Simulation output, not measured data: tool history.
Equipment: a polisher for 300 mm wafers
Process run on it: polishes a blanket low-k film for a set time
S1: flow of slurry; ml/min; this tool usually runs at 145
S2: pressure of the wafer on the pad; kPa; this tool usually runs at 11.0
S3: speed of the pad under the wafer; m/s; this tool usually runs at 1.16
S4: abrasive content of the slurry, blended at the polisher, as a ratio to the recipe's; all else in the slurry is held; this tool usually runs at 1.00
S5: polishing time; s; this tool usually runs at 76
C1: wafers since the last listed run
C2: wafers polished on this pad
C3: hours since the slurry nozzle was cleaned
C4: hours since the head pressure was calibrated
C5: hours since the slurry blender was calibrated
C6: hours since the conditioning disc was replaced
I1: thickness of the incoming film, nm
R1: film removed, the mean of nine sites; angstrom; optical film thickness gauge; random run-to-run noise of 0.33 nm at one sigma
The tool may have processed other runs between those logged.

Run 1, hour 0.0: usual settings but S4 0.80, S5 63 s; C1 0; C2 61; C3 79.4; C4 578.4; C5 369.7; C6 133.9; I1 545.8. Result: R1 210 angstrom.
At hour 11.0: conditioning disc replaced and pad reconditioned.
Run 2, hour 21.2: usual settings; C1 205; C2 266; C3 100.6; C4 599.6; C5 390.9; C6 10.2; I1 547.6. Result: R1 280 angstrom.
Run 3, hour 35.3: usual settings; C1 150; C2 417; C3 114.7; C4 613.7; C5 405.0; C6 24.3; I1 553.8. Result: R1 278 angstrom.
Run 4, hour 66.1: usual settings; C1 329; C2 746; C3 145.5; C4 644.5; C5 435.8; C6 55.1; I1 556.3. Result: R1 275 angstrom.
Run 5, hour 82.8: usual settings but S3 1.36 m/s; C1 178; C2 925; C3 162.2; C4 661.2; C5 452.5; C6 71.8; I1 552.5. Result: R1 312 angstrom.
At hour 100.9: worn pad replaced by a new one.
Run 6, hour 115.0: usual settings but S3 1.36 m/s; C1 301; C2 150; C3 194.4; C4 693.4; C5 484.7; C6 104.0; I1 555.0. Result: R1 317 angstrom.
Run 7, hour 129.5: usual settings but S3 1.28 m/s; C1 154; C2 305; C3 208.9; C4 707.9; C5 499.2; C6 118.5; I1 550.2. Result: R1 306 angstrom.
At hour 154.0: conditioning disc replaced and pad reconditioned.
Run 8, hour 155.3: usual settings but S3 1.28 m/s; C1 254; C2 560; C3 234.7; C4 733.7; C5 525.0; C6 1.3; I1 554.9. Result: R1 305 angstrom.
At hour 164.6: head pressure recalibrated.
At hour 174.7: slurry blender recalibrated.
Run 9, hour 183.5: usual settings; C1 258; C2 818; C3 262.9; C4 18.9; C5 8.8; C6 29.5; I1 546.0. Result: R1 263 angstrom.
Run 10, hour 204.1: usual settings; C1 220; C2 1038; C3 283.5; C4 39.5; C5 29.4; C6 50.1; I1 539.3. Result: R1 261 angstrom.
At hour 220.7: worn pad replaced by a new one.
Run 11, hour 226.4: usual settings but S5 66 s; C1 195; C2 60; C3 305.8; C4 61.8; C5 51.7; C6 72.4; I1 552.4. Result: R1 223 angstrom.
Run 12, hour 262.2: usual settings; C1 382; C2 443; C3 341.6; C4 97.6; C5 87.5; C6 108.2; I1 545.5. Result: R1 261 angstrom.
Run 13, hour 278.1: usual settings but S2 13.1 kPa, S3 1.26 m/s, S4 1.30, S5 97 s; C1 169; C2 613; C3 357.5; C4 113.5; C5 103.4; C6 124.1; I1 549.5. Result: R1 469 angstrom.
At hour 296.6: slurry nozzle cleaned.
At hour 297.6: conditioning disc replaced and pad reconditioned.
Run 14, hour 311.9: usual settings; C1 339; C2 952; C3 15.3; C4 147.3; C5 137.2; C6 14.3; I1 546.5. Result: R1 262 angstrom.
At hour 328.8: worn pad replaced by a new one.
Run 15, hour 338.5: usual settings; C1 241; C2 103; C3 41.9; C4 173.9; C5 163.8; C6 40.9; I1 555.7. Result: R1 273 angstrom.
Run 16, hour 368.0: usual settings but S1 185 ml/min, S3 1.02 m/s, S4 1.20; C1 315; C2 419; C3 71.4; C4 203.4; C5 193.3; C6 70.4; I1 544.8. Result: R1 268 angstrom.
Run 17, hour 380.4: usual settings but S1 120 ml/min, S2 12.4 kPa, S3 1.54 m/s, S4 1.20; C1 132; C2 551; C3 83.8; C4 215.8; C5 205.7; C6 82.8; I1 551.6. Result: R1 373 angstrom.
Run 18, hour 395.3: usual settings but S1 185 ml/min, S3 1.34 m/s, S5 94 s; C1 159; C2 710; C3 98.7; C4 230.7; C5 220.6; C6 97.7; I1 553.4. Result: R1 396 angstrom.
Run 19, hour 411.6: usual settings but S5 84 s; C1 174; C2 885; C3 115.0; C4 247.0; C5 236.9; C6 114.0; I1 556.3. Result: R1 297 angstrom.
Run 20, hour 426.7: usual settings but S3 0.76 m/s, S4 0.80; C1 161; C2 1046; C3 130.1; C4 262.1; C5 252.0; C6 129.1; I1 547.4. Result: R1 181 angstrom.

What if the next run were any one of these 4? Each begins from the tool's condition after run 20:
Run A, hour 427.1: usual settings but S1 170 ml/min; C1 4; C2 1050; C3 130.5; C4 262.5; C5 252.4; C6 129.5; I1 551.2. Result: R1 ?.
Run B, hour 427.1: usual settings but S1 120 ml/min, S2 8.3 kPa, S4 1.15; C1 4; C2 1050; C3 130.5; C4 262.5; C5 252.4; C6 129.5; I1 551.2. Result: R1 ?.
Run C, hour 427.1: usual settings but S1 180 ml/min, S2 9.7 kPa, S4 1.20; C1 4; C2 1050; C3 130.5; C4 262.5; C5 252.4; C6 129.5; I1 551.2. Result: R1 ?.
Run D, hour 427.1: usual settings but S2 14.5 kPa, S3 0.94 m/s, S4 0.75; C1 4; C2 1050; C3 130.5; C4 262.5; C5 252.4; C6 129.5; I1 551.2. Result: R1 ?.

run   R1
  A  278
  B  220
  C  270
  D  261
Take away the tool's hidden state, keep each run's random variation, and the runs would have read:
run   R1
  A  268
  B  212
  C  259
  D  251
